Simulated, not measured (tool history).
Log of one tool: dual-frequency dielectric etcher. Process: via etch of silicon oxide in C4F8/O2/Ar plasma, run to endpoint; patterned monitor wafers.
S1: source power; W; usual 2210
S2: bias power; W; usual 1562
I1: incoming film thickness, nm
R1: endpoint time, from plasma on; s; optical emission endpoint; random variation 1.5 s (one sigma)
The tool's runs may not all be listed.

run	day	S1	S2	I1	R1
1	0	2210	1562	1005.2	208.9
2	0.571	2210	1562	1017.8	212.4
3	1.046	2210	1562	1018.2	211.4
4	1.729	2210	1562	1006.9	211.6
5	1.996	1820	1562	1010.7	233.9
6	2.712	2210	1562	1008	210.4
7	3.025	2210	1562	1009.1	209.6
8	3.379	1920	1474	1009.1	230.7
# day 4.412: upper electrode replaced
# day 5.321: wet clean of the chamber
9	5.342	1920	1474	1007.5	231.5
10	5.358	2380	1562	1013.1	203.3
11	5.375	2380	1562	1015.5	201
12	5.388	1970	1744	1009.7	215.8
# day 6.679: bias power generator calibrated
13	7.233	2210	1562	1019.6	210.4
14	7.892	1880	1695	1022.7	227.2
15	8.604	2710	1762	1015.3	183.5
16	9.054	2530	1186	1000.4	205.5
# day 9.367: source power generator calibrated
17	9.596	2210	1562	1010.7	210
18	9.971	2210	1562	1014.4	210.9
19	10.662	1920	1339	1019.5	237.3
20	11.242	2370	1859	1014.6	196.5
21	11.979	2210	1712	1010.5	203.9

The next listed run, before its measurement:
22	12.429	2210	1664	1009.7	?

R1: 209.1 s
Without the tool's hidden state the same run would have given R1 209.1 s.

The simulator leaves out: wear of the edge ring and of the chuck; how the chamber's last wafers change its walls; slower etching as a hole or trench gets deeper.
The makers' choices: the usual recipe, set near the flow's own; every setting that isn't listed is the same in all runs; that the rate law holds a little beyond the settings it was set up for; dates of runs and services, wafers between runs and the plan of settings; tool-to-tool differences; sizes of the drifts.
